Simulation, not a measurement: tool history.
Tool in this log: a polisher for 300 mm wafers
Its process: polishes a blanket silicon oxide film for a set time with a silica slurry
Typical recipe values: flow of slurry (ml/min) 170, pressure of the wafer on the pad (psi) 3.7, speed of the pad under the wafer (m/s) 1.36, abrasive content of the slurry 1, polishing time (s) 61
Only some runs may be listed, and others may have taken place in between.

run,hour,flow of slurry (ml/min),pressure of the wafer on the pad (psi),speed of the pad under the wafer (m/s),abrasive content of the slurry,polishing time (s),"incoming thickness of the incoming film, nm",film removed (Å)
1,0,170,4.4,1.36,1,61,1539.7,2112
# hour 38.5: conditioning disc replaced and pad reconditioned
2,85.7,170,4.4,1.36,1,61,1547.6,2114
3,158.7,170,3.7,1.36,1.15,61,1529.2,1908
4,247,170,3.7,1.36,1.15,61,1538.3,1898
5,292.5,170,3.1,1.36,1,61,1538.3,1474
# hour 340.5: worn pad replaced by a new one
6,383.1,170,3.7,0.98,0.75,82,1522.6,1476
7,421.7,170,3.7,1.36,1,61,1529.3,1742
# hour 465.7: slurry blender recalibrated
8,470.2,170,3.7,1.36,1,61,1535.5,1699
9,537.1,195,3.7,1.64,1,61,1529.5,2032
10,620.4,130,3.2,1.36,0.75,61,1508.3,1140
11,694.2,170,3.7,0.98,1,71,1544.8,1476
# hour 718.9: conditioning disc replaced and pad reconditioned
12,745.3,170,3.3,1.1,1.25,61,1523,1374
13,781.9,140,4.9,0.96,1,61,1510.6,1526
# hour 794.9: slurry nozzle cleaned
14,867.8,170,3.7,1.36,1.3,77,1520.9,2550
15,907.5,170,3.7,1.36,1,61,1524.2,1776
# hour 958.3: head pressure recalibrated
# hour 973.3: worn pad replaced by a new one
16,1001.1,170,3.7,1.08,1,54,1564.5,1306
# hour 1071.9: slurry blender recalibrated
17,1101.7,170,3.7,1.36,1.15,80,1560.9,2505
18,1148,170,3.7,1.36,1,61,1560.8,1756
19,1207.4,170,3.7,1.36,1,61,1542.8,1745
20,1298.4,125,3.7,1.36,1,61,1532.5,1631
# hour 1355.4: conditioning disc replaced and pad reconditioned
21,1395.9,205,4.8,0.96,1,53,1548.8,1489
22,1499.8,170,3.7,1.36,1,61,1548.8,1662
23,1566.3,125,3.7,1.6,1,74,1555.4,2082
24,1619.1,170,3.2,0.98,1.3,61,1547.4,1208
# hour 1624.3: slurry nozzle cleaned
25,1685.3,170,3.7,1.52,1,61,1550.2,1961
# hour 1725.9: worn pad replaced by a new one
26,1767.9,170,3.7,1.36,1,61,1559.4,1797

For each run, the measured value with the value that run would have given without the tool's hidden condition subtracted. The run-to-run variation is shared by both, the gauge scatter possibly not:
The hidden state here: removal rate lost through wear of the pad, %; slurry flow missing at the pad, %; deviation of the head's pressure from its setpoint, %; abrasive missing from the slurry, %; time polished since the conditioner stopped cutting, s.
run,film removed (Å)
1,-20
2,-22
3,-25
4,-33
5,-31
6,-43
7,-58
8,-68
9,-92
10,-101
11,-134
12,-150
13,-232
14,-22
15,-17
16,-16
17,-44
18,-37
19,-46
20,-81
21,-67
22,-131
23,-280
24,-150
25,-7
26,-9
